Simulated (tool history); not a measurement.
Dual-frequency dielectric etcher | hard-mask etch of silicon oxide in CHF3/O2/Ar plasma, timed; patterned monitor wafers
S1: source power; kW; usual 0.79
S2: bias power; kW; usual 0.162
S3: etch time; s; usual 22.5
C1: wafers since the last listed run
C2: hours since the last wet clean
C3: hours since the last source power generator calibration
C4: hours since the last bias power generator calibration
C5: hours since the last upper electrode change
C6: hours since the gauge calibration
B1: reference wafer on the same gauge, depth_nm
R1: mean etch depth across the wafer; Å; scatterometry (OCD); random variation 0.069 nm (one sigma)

{"run": 1, "hour": 0.0, "S1": 0.79, "S2": 0.162, "S3": 22.5, "C1": 0, "C2": 544.9, "C3": 2986, "C4": 3602.9, "C5": 4819.9, "C6": 96.6, "B1": 45.1, "R1": 438.1}
{"hour": 2.3, "done": "gauge calibrated"}
{"run": 2, "hour": 6.1, "S1": 0.79, "S2": 0.162, "S3": 22.5, "C1": 102, "C2": 551, "C3": 2992.1, "C4": 3609, "C5": 4826, "C6": 3.8, "B1": 45.1, "R1": 437.2}
{"run": 3, "hour": 22.3, "S1": 0.79, "S2": 0.162, "S3": 22.5, "C1": 271, "C2": 567.2, "C3": 3008.3, "C4": 3625.2, "C5": 4842.2, "C6": 20, "B1": 45.1, "R1": 435.9}
{"run": 4, "hour": 35.9, "S1": 0.79, "S2": 0.162, "S3": 22.5, "C1": 228, "C2": 580.8, "C3": 3021.9, "C4": 3638.8, "C5": 4855.8, "C6": 33.6, "B1": 45.12, "R1": 436}
{"run": 5, "hour": 42.2, "S1": 0.79, "S2": 0.162, "S3": 22.5, "C1": 105, "C2": 587.1, "C3": 3028.2, "C4": 3645.1, "C5": 4862.1, "C6": 39.9, "B1": 45.12, "R1": 436.4}
{"hour": 54.8, "done": "bias power generator calibrated"}
{"hour": 62.2, "done": "source power generator calibrated"}
{"hour": 71.7, "done": "wet clean of the chamber"}
{"run": 6, "hour": 72.2, "S1": 0.79, "S2": 0.162, "S3": 22.5, "C1": 209, "C2": 0.5, "C3": 10, "C4": 17.4, "C5": 4892.1, "C6": 69.9, "B1": 45.12, "R1": 465.2}
{"run": 7, "hour": 72.6, "S1": 0.79, "S2": 0.162, "S3": 22.5, "C1": 6, "C2": 0.9, "C3": 10.4, "C4": 17.8, "C5": 4892.5, "C6": 70.3, "B1": 45.1, "R1": 465.2}
{"run": 8, "hour": 72.9, "S1": 0.86, "S2": 0.141, "S3": 26, "C1": 5, "C2": 1.2, "C3": 10.7, "C4": 18.1, "C5": 4892.8, "C6": 70.6, "B1": 45.12, "R1": 530}
{"run": 9, "hour": 76.6, "S1": 0.65, "S2": 0.176, "S3": 22.5, "C1": 62, "C2": 4.9, "C3": 14.4, "C4": 21.8, "C5": 4896.5, "C6": 74.3, "B1": 45.09, "R1": 433.9}
{"run": 10, "hour": 91.8, "S1": 0.79, "S2": 0.145, "S3": 22.5, "C1": 254, "C2": 20.1, "C3": 29.6, "C4": 37, "C5": 4911.7, "C6": 89.5, "B1": 45.11, "R1": 444.3}
{"hour": 117.3, "done": "gauge calibrated"}
{"hour": 118.7, "done": "upper electrode replaced"}
{"run": 11, "hour": 119.2, "S1": 0.79, "S2": 0.162, "S3": 22.5, "C1": 57, "C2": 47.5, "C3": 57, "C4": 64.4, "C5": 0.5, "C6": 1.9, "B1": 45.12, "R1": 463.2}
{"run": 12, "hour": 125.7, "S1": 0.79, "S2": 0.162, "S3": 16, "C1": 109, "C2": 54, "C3": 63.5, "C4": 70.9, "C5": 7, "C6": 8.4, "B1": 45.11, "R1": 329.3}
{"run": 13, "hour": 139.6, "S1": 0.68, "S2": 0.144, "S3": 18, "C1": 233, "C2": 67.9, "C3": 77.4, "C4": 84.8, "C5": 20.9, "C6": 22.3, "B1": 45.09, "R1": 326}
{"run": 14, "hour": 149.3, "S1": 0.67, "S2": 0.124, "S3": 16.5, "C1": 162, "C2": 77.6, "C3": 87.1, "C4": 94.5, "C5": 30.6, "C6": 32, "B1": 45.08, "R1": 278}

Forecast each of these 5 alternatives for the next run:
{"run": "A", "hour": 149.7, "S1": 0.79, "S2": 0.162, "S3": 16.5, "C1": 6, "C2": 78, "C3": 87.5, "C4": 94.9, "C5": 31, "C6": 32.4, "B1": "?", "R1": "?"}
{"run": "B", "hour": 149.7, "S1": 0.69, "S2": 0.136, "S3": 17, "C1": 6, "C2": 78, "C3": 87.5, "C4": 94.9, "C5": 31, "C6": 32.4, "B1": "?", "R1": "?"}
{"run": "C", "hour": 149.7, "S1": 0.87, "S2": 0.162, "S3": 22.5, "C1": 6, "C2": 78, "C3": 87.5, "C4": 94.9, "C5": 31, "C6": 32.4, "B1": "?", "R1": "?"}
{"run": "D", "hour": 149.7, "S1": 0.79, "S2": 0.201, "S3": 22.5, "C1": 6, "C2": 78, "C3": 87.5, "C4": 94.9, "C5": 31, "C6": 32.4, "B1": "?", "R1": "?"}
{"run": "E", "hour": 149.7, "S1": 0.72, "S2": 0.162, "S3": 22.5, "C1": 6, "C2": 78, "C3": 87.5, "C4": 94.9, "C5": 31, "C6": 32.4, "B1": "?", "R1": "?"}

run=A B1=45.12 R1=338.3
run=B B1=45.12 R1=301.6
run=C B1=45.12 R1=484.3
run=D B1=45.12 R1=504.5
run=E B1=45.12 R1=439.6
Without the tool's hidden state the same runs would have given:
run=A R1=337.1
run=B R1=300.6
run=C R1=482.6
run=D R1=502.8
run=E R1=438.1
